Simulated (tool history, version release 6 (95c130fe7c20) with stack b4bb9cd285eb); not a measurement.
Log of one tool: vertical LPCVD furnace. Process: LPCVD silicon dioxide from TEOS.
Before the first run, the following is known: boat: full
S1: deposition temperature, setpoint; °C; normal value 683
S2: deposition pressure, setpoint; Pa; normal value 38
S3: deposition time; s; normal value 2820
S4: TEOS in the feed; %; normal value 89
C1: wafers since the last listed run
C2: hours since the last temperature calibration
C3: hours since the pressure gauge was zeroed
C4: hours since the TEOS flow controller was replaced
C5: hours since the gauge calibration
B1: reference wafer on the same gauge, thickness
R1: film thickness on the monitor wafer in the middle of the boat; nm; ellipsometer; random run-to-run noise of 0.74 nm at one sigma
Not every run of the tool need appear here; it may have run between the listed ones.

run   hour   S1    S2    S3  S4   C1      C2      C3      C4     C5      B1      R1
  1      0  683    38  2820  89    0    4074  1666.6  2116.7  396.8  238.99  272.53
  2    7.2  683    38  2820  89   85  4081.2  1673.8  2123.9    404  239.05  270.86
  3   19.7  683    38  2820  89  148  4093.7  1686.3  2136.4  416.5  239.12  273.02
  4   31.1  692    38  2820  97  135  4105.1  1697.7  2147.8  427.9  238.98  352.19
  5   49.3  692    38  2820  97  216  4123.3  1715.9    2166  446.1  238.98  351.87
  6   72.2  692    38  2820  97  272  4146.2  1738.8  2188.9    469  238.87  351.78
      86.4  -- gauge calibrated
  7   88.9  683    38  2820  89  198  4162.9  1755.5  2205.6    2.5  239.03  274.22
  8   97.2  683    38  2820  89   98  4171.2  1763.8  2213.9   10.8  238.86  274.86
  9  113.3  683    38  3300  89  191  4187.3  1779.9    2230   26.9  238.87  318.93
 10  125.8  694    38  2820  89  148  4199.8  1792.4  2242.5   39.4   239.2  355.12
 11  139.2  675  41.3  3510  84  159  4213.2  1805.8  2255.9   52.8  238.92  285.31
 12  171.1  676  40.7  2820  89  379  4245.1  1837.7  2287.8   84.7     239   239.9
     200.5  -- TEOS flow controller replaced
       217  -- thermocouples replaced and temperature profile calibrated
 13  217.5  683  46.7  2220  97   69     0.5  1884.1      17  131.1  238.96  230.21
 14  222.3  683    38  2820  89   57     5.3  1888.9    21.8  135.9  238.88  252.55
 15    227  683    38  2820  89   55      10  1893.6    26.5  140.6  239.02  250.65
 16  231.8  683    38  2820  89   57    14.8  1898.4    31.3  145.4  238.98  251.64

Run 17 comes next. What will it give?
 17  236.5  683  38  2820  89  55  19.5  1903.1  36  150.1   ?   ?

B1: 238.97
R1: 251.96 nm
Had the tool carried no hidden state, the very same run would have given R1 249.61 nm.
